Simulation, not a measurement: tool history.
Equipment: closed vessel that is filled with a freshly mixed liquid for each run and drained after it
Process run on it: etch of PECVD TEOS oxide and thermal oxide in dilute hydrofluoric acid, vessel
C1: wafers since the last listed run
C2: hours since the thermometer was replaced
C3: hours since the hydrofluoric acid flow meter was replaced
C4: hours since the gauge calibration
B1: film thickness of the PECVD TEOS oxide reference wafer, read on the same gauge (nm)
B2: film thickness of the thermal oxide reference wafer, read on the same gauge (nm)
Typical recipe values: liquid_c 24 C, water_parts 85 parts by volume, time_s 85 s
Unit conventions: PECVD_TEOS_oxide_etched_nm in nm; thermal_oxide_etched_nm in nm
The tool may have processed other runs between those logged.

run 1 hour=0 | liquid_c=24 water_parts=85 time_s=85 | C1=0 C2=1536.9 C3=1755.3 C4=558.5 | B1=60 B2=150.004 | PECVD_TEOS_oxide_etched_nm=13.86 thermal_oxide_etched_nm=4.622
run 2 hour=12.6 | liquid_c=24 water_parts=85 time_s=85 | C1=1821 C2=1549.5 C3=1767.9 C4=571.1 | B1=60.02 B2=150.027 | PECVD_TEOS_oxide_etched_nm=13.73 thermal_oxide_etched_nm=4.591
run 3 hour=28.9 | liquid_c=24 water_parts=85 time_s=85 | C1=2356 C2=1565.8 C3=1784.2 C4=587.4 | B1=59.97 B2=150.047 | PECVD_TEOS_oxide_etched_nm=13.76 thermal_oxide_etched_nm=4.6
run 4 hour=54.1 | liquid_c=24 water_parts=85 time_s=50 | C1=3642 C2=1591 C3=1809.4 C4=612.6 | B1=60.04 B2=150.048 | PECVD_TEOS_oxide_etched_nm=8.1 thermal_oxide_etched_nm=2.702
run 5 hour=79.6 | liquid_c=24 water_parts=85 time_s=85 | C1=3685 C2=1616.5 C3=1834.9 C4=638.1 | B1=60 B2=149.963 | PECVD_TEOS_oxide_etched_nm=13.8 thermal_oxide_etched_nm=4.613
run 6 hour=91.9 | liquid_c=24 water_parts=85 time_s=85 | C1=1777 C2=1628.8 C3=1847.2 C4=650.4 | B1=60.03 B2=150.053 | PECVD_TEOS_oxide_etched_nm=13.77 thermal_oxide_etched_nm=4.585
run 7 hour=127.4 | liquid_c=24 water_parts=125 time_s=85 | C1=5131 C2=1664.3 C3=1882.7 C4=685.9 | B1=59.97 B2=149.99 | PECVD_TEOS_oxide_etched_nm=8.99 thermal_oxide_etched_nm=2.95
run 8 hour=154 | liquid_c=24 water_parts=85 time_s=75 | C1=3844 C2=1690.9 C3=1909.3 C4=712.5 | B1=60.02 B2=149.995 | PECVD_TEOS_oxide_etched_nm=12.07 thermal_oxide_etched_nm=3.997
run 9 hour=186.8 | liquid_c=26 water_parts=50 time_s=110 | C1=4740 C2=1723.7 C3=1942.1 C4=745.3 | B1=60.01 B2=149.954 | PECVD_TEOS_oxide_etched_nm=34.19 thermal_oxide_etched_nm=11.448
run 10 hour=200.8 | liquid_c=24 water_parts=85 time_s=85 | C1=2023 C2=1737.7 C3=1956.1 C4=759.3 | B1=59.99 B2=149.989 | PECVD_TEOS_oxide_etched_nm=13.62 thermal_oxide_etched_nm=4.574
-- hour=214.7 thermometer replaced
run 11 hour=224.6 | liquid_c=28 water_parts=125 time_s=55 | C1=3295 C2=9.9 C3=1979.9 C4=783.1 | B1=60.06 B2=149.984 | PECVD_TEOS_oxide_etched_nm=7.4 thermal_oxide_etched_nm=2.47
-- hour=225.8 hydrofluoric acid flow meter replaced
run 12 hour=244.7 | liquid_c=20 water_parts=55 time_s=110 | C1=2760 C2=30 C3=18.9 C4=803.2 | B1=59.98 B2=150.031 | PECVD_TEOS_oxide_etched_nm=26.72 thermal_oxide_etched_nm=8.849
run 13 hour=261.7 | liquid_c=24 water_parts=85 time_s=85 | C1=2457 C2=47 C3=35.9 C4=820.2 | B1=59.99 B2=149.988 | PECVD_TEOS_oxide_etched_nm=15.01 thermal_oxide_etched_nm=5.044
run 14 hour=287.2 | liquid_c=27.5 water_parts=65 time_s=50 | C1=3685 C2=72.5 C3=61.4 C4=845.7 | B1=60.04 B2=150.025 | PECVD_TEOS_oxide_etched_nm=13.64 thermal_oxide_etched_nm=4.575
-- hour=343 gauge calibrated
run 15 hour=348.2 | liquid_c=27.5 water_parts=85 time_s=105 | C1=8816 C2=133.5 C3=122.4 C4=5.2 | B1=60 B2=149.979 | PECVD_TEOS_oxide_etched_nm=21.54 thermal_oxide_etched_nm=7.118
run 16 hour=372.1 | liquid_c=24 water_parts=120 time_s=115 | C1=3454 C2=157.4 C3=146.3 C4=29.1 | B1=59.98 B2=150.008 | PECVD_TEOS_oxide_etched_nm=13.78 thermal_oxide_etched_nm=4.592
run 17 hour=385.1 | liquid_c=28 water_parts=100 time_s=85 | C1=1879 C2=170.4 C3=159.3 C4=42.1 | B1=59.99 B2=149.98 | PECVD_TEOS_oxide_etched_nm=14.6 thermal_oxide_etched_nm=4.906
run 18 hour=439 | liquid_c=24 water_parts=70 time_s=85 | C1=7790 C2=224.3 C3=213.2 C4=96 | B1=59.98 B2=150.002 | PECVD_TEOS_oxide_etched_nm=18.53 thermal_oxide_etched_nm=6.193
run 19 hour=459.9 | liquid_c=21 water_parts=115 time_s=85 | C1=3020 C2=245.2 C3=234.1 C4=116.9 | B1=60.01 B2=150.009 | PECVD_TEOS_oxide_etched_nm=9.51 thermal_oxide_etched_nm=3.146
run 20 hour=479.1 | liquid_c=24 water_parts=85 time_s=85 | C1=2775 C2=264.4 C3=253.3 C4=136.1 | B1=60.04 B2=149.996 | PECVD_TEOS_oxide_etched_nm=14.9 thermal_oxide_etched_nm=4.961
run 21 hour=491.7 | liquid_c=24 water_parts=85 time_s=85 | C1=1821 C2=277 C3=265.9 C4=148.7 | B1=60.02 B2=150.015 | PECVD_TEOS_oxide_etched_nm=14.93 thermal_oxide_etched_nm=4.93
run 22 hour=512.8 | liquid_c=24 water_parts=85 time_s=85 | C1=3049 C2=298.1 C3=287 C4=169.8 | B1=60.01 B2=150.007 | PECVD_TEOS_oxide_etched_nm=14.95 thermal_oxide_etched_nm=4.913
run 23 hour=533 | liquid_c=24 water_parts=120 time_s=35 | C1=2919 C2=318.3 C3=307.2 C4=190 | B1=59.98 B2=149.998 | PECVD_TEOS_oxide_etched_nm=4.12 thermal_oxide_etched_nm=1.391
run 24 hour=568.6 | liquid_c=24 water_parts=85 time_s=85 | C1=5145 C2=353.9 C3=342.8 C4=225.6 | B1=60 B2=149.982 | PECVD_TEOS_oxide_etched_nm=14.84 thermal_oxide_etched_nm=4.94
run 25 hour=586 | liquid_c=20 water_parts=55 time_s=110 | C1=2515 C2=371.3 C3=360.2 C4=243 | B1=60 B2=149.984 | PECVD_TEOS_oxide_etched_nm=26.23 thermal_oxide_etched_nm=8.708
run 26 hour=598.3 | liquid_c=24 water_parts=65 time_s=55 | C1=1777 C2=383.6 C3=372.5 C4=255.3 | B1=60.02 B2=149.979 | PECVD_TEOS_oxide_etched_nm=12.84 thermal_oxide_etched_nm=4.31

Consider 4 possible next runs. They are alternatives, not a sequence: every one starts from the tool as it was left by run 26. What does each give?
run A hour=599 | liquid_c=24 water_parts=85 time_s=55 | C1=101 C2=384.3 C3=373.2 C4=256 | B1=? B2=? | PECVD_TEOS_oxide_etched_nm=? thermal_oxide_etched_nm=?
run B hour=599 | liquid_c=29 water_parts=75 time_s=135 | C1=101 C2=384.3 C3=373.2 C4=256 | B1=? B2=? | PECVD_TEOS_oxide_etched_nm=? thermal_oxide_etched_nm=?
run C hour=599 | liquid_c=21 water_parts=115 time_s=60 | C1=101 C2=384.3 C3=373.2 C4=256 | B1=? B2=? | PECVD_TEOS_oxide_etched_nm=? thermal_oxide_etched_nm=?
run D hour=599 | liquid_c=19 water_parts=100 time_s=100 | C1=101 C2=384.3 C3=373.2 C4=256 | B1=? B2=? | PECVD_TEOS_oxide_etched_nm=? thermal_oxide_etched_nm=?

run=A B1=60.01 B2=149.968 PECVD_TEOS_oxide_etched_nm=9.64 thermal_oxide_etched_nm=3.2
run=B B1=60.01 B2=149.968 PECVD_TEOS_oxide_etched_nm=33.11 thermal_oxide_etched_nm=10.995
run=C B1=60.01 B2=149.968 PECVD_TEOS_oxide_etched_nm=6.65 thermal_oxide_etched_nm=2.207
run=D B1=60.01 B2=149.968 PECVD_TEOS_oxide_etched_nm=11.93 thermal_oxide_etched_nm=3.961
Stripped of hidden state, with their random variation kept, the same runs would have yielded:
run=A PECVD_TEOS_oxide_etched_nm=9.89 thermal_oxide_etched_nm=3.284
run=B PECVD_TEOS_oxide_etched_nm=33.95 thermal_oxide_etched_nm=11.271
run=C PECVD_TEOS_oxide_etched_nm=6.82 thermal_oxide_etched_nm=2.265
run=D PECVD_TEOS_oxide_etched_nm=12.25 thermal_oxide_etched_nm=4.067

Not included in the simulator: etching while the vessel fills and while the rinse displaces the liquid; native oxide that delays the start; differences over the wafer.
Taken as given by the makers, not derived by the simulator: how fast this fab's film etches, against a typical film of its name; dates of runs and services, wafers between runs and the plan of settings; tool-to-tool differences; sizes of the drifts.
